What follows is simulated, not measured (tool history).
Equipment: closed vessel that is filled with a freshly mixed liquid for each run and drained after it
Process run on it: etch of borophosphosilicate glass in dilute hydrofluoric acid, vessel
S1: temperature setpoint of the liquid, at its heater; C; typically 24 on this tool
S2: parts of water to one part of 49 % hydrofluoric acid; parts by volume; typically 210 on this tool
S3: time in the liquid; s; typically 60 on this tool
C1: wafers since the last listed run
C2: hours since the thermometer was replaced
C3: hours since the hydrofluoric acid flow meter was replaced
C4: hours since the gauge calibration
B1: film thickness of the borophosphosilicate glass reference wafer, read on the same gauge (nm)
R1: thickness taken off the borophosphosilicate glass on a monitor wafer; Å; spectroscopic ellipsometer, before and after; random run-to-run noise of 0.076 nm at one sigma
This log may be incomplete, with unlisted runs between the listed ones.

run,hour,S1,S2,S3,C1,C2,C3,C4,B1,R1
1,0,24,210,60,0,889.7,287.8,810.6,30.01,98.7
2,36.8,20,210,60,4506,926.5,324.6,847.4,29.99,85.9
3,129,24,210,60,11290,1018.7,416.8,939.6,30.02,99.5
4,212,24,210,60,10163,1101.7,499.8,1022.6,30.01,99
5,309.5,26.5,210,35,11939,1199.2,597.3,1120.1,29.99,63
6,412.1,26.5,210,35,12563,1301.8,699.9,1222.7,30,62.3
# hour 437.1: gauge calibrated
7,510.2,26.5,210,35,12012,1399.9,798,73.1,30,61.9
8,556.7,22,105,60,5694,1446.4,844.5,119.6,29.99,199.5
# hour 612.4: hydrofluoric acid flow meter replaced
9,619.3,27.5,210,70,7543,1509,6.9,182.2,29.98,135.2
# hour 631.1: thermometer replaced
10,666,26,140,60,5596,34.9,53.6,228.9,30,178.3
11,766,21.5,240,45,12245,134.9,153.6,328.9,29.97,57.7
12,807,24,210,60,5020,175.9,194.6,369.9,30.01,100.1
13,901.6,21.5,210,75,11584,270.5,289.2,464.5,29.99,113.4

What will run 14 give?
14,1008.8,26,140,60,13127,377.7,396.4,571.7,?,?

Logged for run 14: B1 30.01, R1 173 Å.
Without the tool's hidden state the same run would have given R1 178 Å.
